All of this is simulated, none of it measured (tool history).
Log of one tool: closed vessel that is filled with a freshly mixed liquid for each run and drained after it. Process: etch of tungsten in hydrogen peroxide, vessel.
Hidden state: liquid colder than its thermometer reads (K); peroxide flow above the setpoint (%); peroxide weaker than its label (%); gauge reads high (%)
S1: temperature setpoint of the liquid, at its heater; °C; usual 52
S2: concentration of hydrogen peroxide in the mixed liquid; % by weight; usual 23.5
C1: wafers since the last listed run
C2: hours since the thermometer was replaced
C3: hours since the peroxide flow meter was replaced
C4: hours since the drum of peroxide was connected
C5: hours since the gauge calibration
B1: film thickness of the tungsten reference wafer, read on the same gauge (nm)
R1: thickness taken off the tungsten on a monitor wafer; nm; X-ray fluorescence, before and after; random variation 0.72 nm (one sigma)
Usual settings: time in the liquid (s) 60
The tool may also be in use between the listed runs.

Run 1, day 0: usual settings; C1 0; C2 953.1; C3 467; C4 595.4; C5 45.8; B1 40.06. Result: R1 74.96 nm.
Run 2, day 0.492: usual settings but S1 56.5 °C; C1 1199; C2 964.9; C3 478.8; C4 607.2; C5 57.6; B1 39.98. Result: R1 96.7 nm.
Run 3, day 0.904: usual settings but S1 56.5 °C; C1 1006; C2 974.8; C3 488.7; C4 617.1; C5 67.5; B1 39.93. Result: R1 94.77 nm.
Run 4, day 1.617: usual settings but S1 56.5 °C; C1 1738; C2 991.9; C3 505.8; C4 634.2; C5 84.6; B1 39.99. Result: R1 98.5 nm.
Run 5, day 1.988: usual settings; C1 904; C2 1000.8; C3 514.7; C4 643.1; C5 93.5; B1 40.02. Result: R1 72.81 nm.
Run 6, day 2.4: usual settings; C1 1006; C2 1010.7; C3 524.6; C4 653; C5 103.4; B1 39.99. Result: R1 74.38 nm.
Run 7, day 2.95: usual settings; C1 1341; C2 1023.9; C3 537.8; C4 666.2; C5 116.6; B1 39.98. Result: R1 73.89 nm.
Run 8, day 3.492: usual settings; C1 1321; C2 1036.9; C3 550.8; C4 679.2; C5 129.6; B1 39.97. Result: R1 74.49 nm.
Run 9, day 4.208: usual settings; C1 1748; C2 1054.1; C3 568; C4 696.4; C5 146.8; B1 39.93. Result: R1 73.23 nm.
Run 10, day 4.792: usual settings; C1 1423; C2 1068.1; C3 582; C4 710.4; C5 160.8; B1 39.98. Result: R1 75.12 nm.
Run 11, day 5.296: usual settings; C1 1229; C2 1080.2; C3 594.1; C4 722.5; C5 172.9; B1 40.02. Result: R1 73.2 nm.
At day 5.342: peroxide flow meter replaced.
Run 12, day 5.625: usual settings but S1 58 °C, S2 28 % by weight; C1 701; C2 1088.1; C3 6.8; C4 730.4; C5 180.8; B1 40. Result: R1 115.35 nm.
At day 5.65: gauge calibrated.
At day 5.908: thermometer replaced.
Run 13, day 5.929: usual settings but S1 49 °C, S2 21 % by weight, time in the liquid (s) 30; C1 640; C2 0.5; C3 14.1; C4 737.7; C5 6.7; B1 40.03. Result: R1 28.98 nm.
Run 14, day 6.554: usual settings; C1 1524; C2 15.5; C3 29.1; C4 752.7; C5 21.7; B1 39.97. Result: R1 74.38 nm.
Run 15, day 7.262: usual settings; C1 1727; C2 32.5; C3 46.1; C4 769.7; C5 38.7; B1 39.99. Result: R1 74.32 nm.
Run 16, day 9.05: usual settings but S1 48.5 °C, time in the liquid (s) 40; C1 4360; C2 75.4; C3 89; C4 812.6; C5 81.6; B1 39.98. Result: R1 39.6 nm.
At day 9.95: new drum of peroxide connected.
Run 17, day 10.258: usual settings but S1 46.5 °C, S2 29.5 % by weight, time in the liquid (s) 35; C1 2846; C2 104.4; C3 118; C4 7.4; C5 110.6; B1 40.04. Result: R1 34.96 nm.
Run 18, day 10.512: usual settings but S1 62 °C, time in the liquid (s) 80; C1 620; C2 110.5; C3 124.1; C4 13.5; C5 116.7; B1 39.99. Result: R1 178.75 nm.
Run 19, day 10.954: usual settings but S1 43.5 °C, S2 29.5 % by weight, time in the liquid (s) 30; C1 1077; C2 121.1; C3 134.7; C4 24.1; C5 127.3; B1 39.96. Result: R1 24.47 nm.
Run 20, day 11.321: usual settings but S1 55.5 °C, S2 25.5 % by weight; C1 894; C2 129.9; C3 143.5; C4 32.9; C5 136.1; B1 39.98. Result: R1 94.5 nm.

Run 21 comes next. What will it give?
Run 21, day 11.804: usual settings; C1 1179; C2 141.5; C3 155.1; C4 44.5; C5 147.7; B1 ?. Result: R1 ?.

B1: 40.01
R1: 73.68 nm
Without the tool's hidden state the same run would have given R1 73.68 nm.

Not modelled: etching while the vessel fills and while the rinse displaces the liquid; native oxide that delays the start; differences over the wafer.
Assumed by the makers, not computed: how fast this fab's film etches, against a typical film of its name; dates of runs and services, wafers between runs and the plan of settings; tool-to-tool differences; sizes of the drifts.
